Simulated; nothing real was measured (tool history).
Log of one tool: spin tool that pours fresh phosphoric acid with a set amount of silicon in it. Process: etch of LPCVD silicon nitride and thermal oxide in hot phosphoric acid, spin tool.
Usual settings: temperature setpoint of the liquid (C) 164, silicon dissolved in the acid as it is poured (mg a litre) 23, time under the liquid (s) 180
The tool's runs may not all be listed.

| run | hour | temperature setpoint of the liquid (C) | silicon dissolved in the acid as it is poured (mg a litre) | time under the liquid (s) | wafers since the last listed run | hours since the thermometer was replaced | hours since the dissolved silicon flow meter was replaced | hours since the heated supply line was repaired | hours since the gauge calibration | read-back film thickness of the LPCVD silicon nitride reference wafer, read on the same gauge (nm) | thickness taken off the LPCVD silicon nitride on a monitor wafer (angstrom) |
|---|---|---|---|---|---|---|---|---|---|---|---|
| 1 | 0 | 164 | 23 | 180 | 0 | 825.6 | 1569.6 | 2000.6 | 96 | 100.04 | 141 |
| 2 | 48.2 | 164 | 23 | 180 | 222 | 873.8 | 1617.8 | 2048.8 | 144.2 | 100.03 | 139 |
| 3 | 65.7 | 164 | 23 | 180 | 80 | 891.3 | 1635.3 | 2066.3 | 161.7 | 99.98 | 139.8 |
| 4 | 73 | 164 | 23 | 180 | 33 | 898.6 | 1642.6 | 2073.6 | 169 | 99.98 | 139.4 |
| 5 | 81.1 | 164 | 23 | 180 | 37 | 906.7 | 1650.7 | 2081.7 | 177.1 | 99.98 | 139 |
| 6 | 90.9 | 166 | 23 | 120 | 45 | 916.5 | 1660.5 | 2091.5 | 186.9 | 100.04 | 99.5 |
| 7 | 104.1 | 164 | 16 | 180 | 60 | 929.7 | 1673.7 | 2104.7 | 200.1 | 100 | 139.3 |
|  | 108.3 | heated supply line repaired |
| 8 | 117 | 164 | 16 | 180 | 54 | 942.6 | 1686.6 | 8.7 | 213 | 100 | 138.5 |
| 9 | 134.5 | 164 | 16 | 180 | 80 | 960.1 | 1704.1 | 26.2 | 230.5 | 100 | 138.7 |
| 10 | 140.7 | 164 | 17 | 180 | 28 | 966.3 | 1710.3 | 32.4 | 236.7 | 99.95 | 138.6 |
| 11 | 148.1 | 167 | 16.5 | 145 | 34 | 973.7 | 1717.7 | 39.8 | 244.1 | 99.99 | 124.2 |
| 12 | 161.9 | 162 | 28 | 145 | 63 | 987.5 | 1731.5 | 53.6 | 257.9 | 99.99 | 104.4 |
|  | 177 | dissolved silicon flow meter replaced |
| 13 | 178.5 | 165.5 | 23 | 180 | 71 | 1004.1 | 1.5 | 70.2 | 274.5 | 99.98 | 144.2 |
|  | 179.7 | gauge calibrated |
| 14 | 192.8 | 166.5 | 12.5 | 180 | 65 | 1018.4 | 15.8 | 84.5 | 13.1 | 99.98 | 150.5 |
| 15 | 204.3 | 162 | 28 | 145 | 52 | 1029.9 | 27.3 | 96 | 24.6 | 100.02 | 103.7 |
|  | 207.6 | thermometer replaced |
| 16 | 211.3 | 166.5 | 23 | 150 | 27 | 3.7 | 34.3 | 103 | 31.6 | 99.99 | 134 |
| 17 | 224.5 | 164 | 16 | 180 | 60 | 16.9 | 47.5 | 116.2 | 44.8 | 99.99 | 148.8 |
| 18 | 246.6 | 167 | 16.5 | 145 | 101 | 39 | 69.6 | 138.3 | 66.9 | 100.04 | 131.4 |
| 19 | 256.4 | 164 | 34 | 180 | 45 | 48.8 | 79.4 | 148.1 | 76.7 | 100.02 | 147.7 |
| 20 | 265.9 | 164 | 35.5 | 180 | 43 | 58.3 | 88.9 | 157.6 | 86.2 | 99.98 | 148.4 |

Alternative continuations, all from the tool just after run 20; predict every row:
| A | 266.4 | 164 | 23 | 180 | 2 | 58.8 | 89.4 | 158.1 | 86.7 | ? | ? |
| B | 266.4 | 163 | 23 | 180 | 2 | 58.8 | 89.4 | 158.1 | 86.7 | ? | ? |
| C | 266.4 | 165 | 14 | 130 | 2 | 58.8 | 89.4 | 158.1 | 86.7 | ? | ? |
| D | 266.4 | 164 | 29.5 | 260 | 2 | 58.8 | 89.4 | 158.1 | 86.7 | ? | ? |
| E | 266.4 | 161.5 | 31 | 235 | 2 | 58.8 | 89.4 | 158.1 | 86.7 | ? | ? |

| run | read-back film thickness of the LPCVD silicon nitride reference wafer, read on the same gauge (nm) | thickness taken off the LPCVD silicon nitride on a monitor wafer (angstrom) |
|---|---|---|
| A | 100 | 148 |
| B | 100 | 143.2 |
| C | 100 | 110.5 |
| D | 100 | 213.8 |
| E | 100 | 177.8 |
With the hidden condition removed and each run's random variation left untouched, the same runs would have given:
| run | thickness taken off the LPCVD silicon nitride on a monitor wafer (angstrom) |
|---|---|
| A | 150.3 |
| B | 145.5 |
| C | 112.2 |
| D | 217.2 |
| E | 180.7 |
